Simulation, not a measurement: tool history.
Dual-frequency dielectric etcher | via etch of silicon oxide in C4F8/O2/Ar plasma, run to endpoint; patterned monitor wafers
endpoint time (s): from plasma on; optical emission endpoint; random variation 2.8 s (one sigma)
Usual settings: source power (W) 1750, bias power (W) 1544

run,hour,source power (W),bias power (W),"incoming incoming film thickness, nm",endpoint time (s)
1,0.0,1440,1544,2040.1,564.3
2,8.1,1440,1544,2021.7,556.4
3,23.5,1750,1544,2045.5,516.2
4,32.7,1750,1544,2016.0,510.1
5,44.9,1750,1544,2010.5,512.7
6,60.7,1750,1394,2031.1,531.6
7,76.5,1750,1394,2029.4,532.7
8,83.3,1750,1394,1998.8,521.9
9,91.4,1750,1544,2015.4,518.5
10,106.6,1750,1544,2017.2,513.9
11,118.4,1750,1544,1998.3,503.9
12,130.0,1750,1402,2007.3,525.4
13,144.5,1750,1402,2040.6,536.1
14,158.8,1750,1544,2028.6,514.6
# hour 189.2: upper electrode replaced
15,189.7,1750,1544,2016.7,514.3
16,190.1,1450,1746,1990.1,525.5
# hour 220.9: bias power generator calibrated
# hour 228.9: wet clean of the chamber
17,229.4,1410,1813,2030.6,531.5
18,229.9,1440,1544,2034.9,567.1
# hour 238.0: source power generator calibrated
19,242.0,1470,1544,2019.3,556.0
20,248.3,1390,1544,2049.8,573.9
21,261.9,1610,1544,2002.9,524.3
22,275.2,1350,1663,2024.1,564.0
23,286.5,2050,1926,2031.3,446.6
24,292.8,2070,1758,2032.5,460.2
25,306.0,1750,1544,2034.9,513.7
26,312.5,2030,1203,2026.5,523.3
27,329.7,1570,1676,2015.4,523.9
28,337.5,1750,1544,2037.0,516.6
29,344.0,1400,1778,2034.2,544.0
30,350.2,1750,1394,2030.3,536.8

What the log doesn't show, run by run:
etch rate over this chamber's usual, %: 0 in every run
source power that arrives over what is set, %: 0 in every run
bias power that arrives over what is set, %: 0 in every run

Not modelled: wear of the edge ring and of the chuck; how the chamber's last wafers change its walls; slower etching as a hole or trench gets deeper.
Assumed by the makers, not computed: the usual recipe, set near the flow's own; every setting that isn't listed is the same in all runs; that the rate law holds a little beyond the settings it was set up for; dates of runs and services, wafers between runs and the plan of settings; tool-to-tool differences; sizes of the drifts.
